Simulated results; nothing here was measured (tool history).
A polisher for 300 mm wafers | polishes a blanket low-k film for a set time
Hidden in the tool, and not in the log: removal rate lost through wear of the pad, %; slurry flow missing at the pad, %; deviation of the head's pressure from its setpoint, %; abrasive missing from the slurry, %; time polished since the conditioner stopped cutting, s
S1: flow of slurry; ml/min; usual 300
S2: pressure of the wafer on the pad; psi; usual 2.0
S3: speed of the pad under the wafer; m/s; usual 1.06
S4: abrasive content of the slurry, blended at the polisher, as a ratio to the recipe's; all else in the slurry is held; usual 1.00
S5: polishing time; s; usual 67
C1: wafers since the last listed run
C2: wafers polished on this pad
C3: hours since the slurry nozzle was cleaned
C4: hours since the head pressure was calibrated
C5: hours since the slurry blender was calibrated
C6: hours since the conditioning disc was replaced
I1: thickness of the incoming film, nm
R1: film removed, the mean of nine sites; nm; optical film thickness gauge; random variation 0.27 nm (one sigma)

run,hour,S1,S2,S3,S4,S5,C1,C2,C3,C4,C5,C6,I1,R1
1,0.0,300,2.0,1.06,1.00,67,0,637,452.8,364.3,175.5,311.5,457.3,34.8
# hour 0.1: slurry nozzle cleaned
2,61.4,300,2.0,1.06,1.00,67,453,1091,61.3,425.7,236.9,372.9,456.5,34.4
# hour 123.7: worn pad replaced by a new one
3,130.7,300,2.0,1.06,1.00,67,482,51,130.6,495.0,306.2,442.2,464.3,34.4
# hour 186.7: conditioning disc replaced and pad reconditioned
4,194.4,300,2.0,1.06,1.00,67,456,507,194.3,558.7,369.9,7.7,456.2,35.4
# hour 225.7: head pressure recalibrated
5,243.4,300,2.0,1.06,1.00,67,347,855,243.3,17.7,418.9,56.7,456.8,33.4
# hour 276.5: slurry blender recalibrated
6,325.5,300,2.0,1.06,1.00,67,592,1447,325.4,99.8,49.0,138.8,453.7,33.5
# hour 330.6: worn pad replaced by a new one
7,380.7,300,2.0,1.06,1.00,67,378,370,380.6,155.0,104.2,194.0,450.4,34.7
# hour 472.9: slurry nozzle cleaned
8,482.9,300,2.0,1.06,1.00,67,748,1118,10.0,257.2,206.4,296.2,457.9,34.5
9,544.0,300,2.0,1.06,1.00,67,451,1569,71.1,318.3,267.5,357.3,451.0,34.1
# hour 583.1: worn pad replaced by a new one
# hour 590.5: conditioning disc replaced and pad reconditioned
10,614.6,300,2.0,0.86,1.00,67,477,218,141.7,388.9,338.1,24.1,465.3,29.3
# hour 679.4: head pressure recalibrated
# hour 681.3: slurry blender recalibrated
11,711.7,380,2.0,0.92,1.00,67,689,907,238.8,32.3,30.4,121.2,462.1,30.5
12,793.2,385,2.0,1.40,1.00,60,602,1509,320.3,113.8,111.9,202.7,467.2,39.0
# hour 815.5: worn pad replaced by a new one
13,836.2,265,2.0,1.06,0.85,74,288,152,363.3,156.8,154.9,245.7,459.1,33.6
14,896.2,300,2.0,1.06,1.00,67,443,596,423.3,216.8,214.9,305.7,459.4,35.0
# hour 934.8: slurry nozzle cleaned
15,984.1,300,2.0,1.06,1.00,67,642,1238,49.3,304.7,302.8,393.6,462.5,34.7
# hour 1002.9: conditioning disc replaced and pad reconditioned
16,1039.0,300,1.3,1.30,1.20,50,391,1629,104.2,359.6,357.7,36.1,463.2,21.9
# hour 1076.4: worn pad replaced by a new one
17,1109.5,300,2.0,1.44,1.00,90,491,244,174.7,430.1,428.2,106.6,451.1,61.0
# hour 1154.2: head pressure recalibrated
18,1205.4,300,2.0,1.06,1.00,67,694,938,270.6,51.2,524.1,202.5,458.7,33.9

The same runs without the tool's hidden state, with the same run-to-run variation:
run,R1
1,32.9
2,32.4
3,32.4
4,33.3
5,33.4
6,32.7
7,33.5
8,32.9
9,32.4
10,27.7
11,30.2
12,37.7
13,32.3
14,33.4
15,32.7
16,20.6
17,57.3
18,33.3
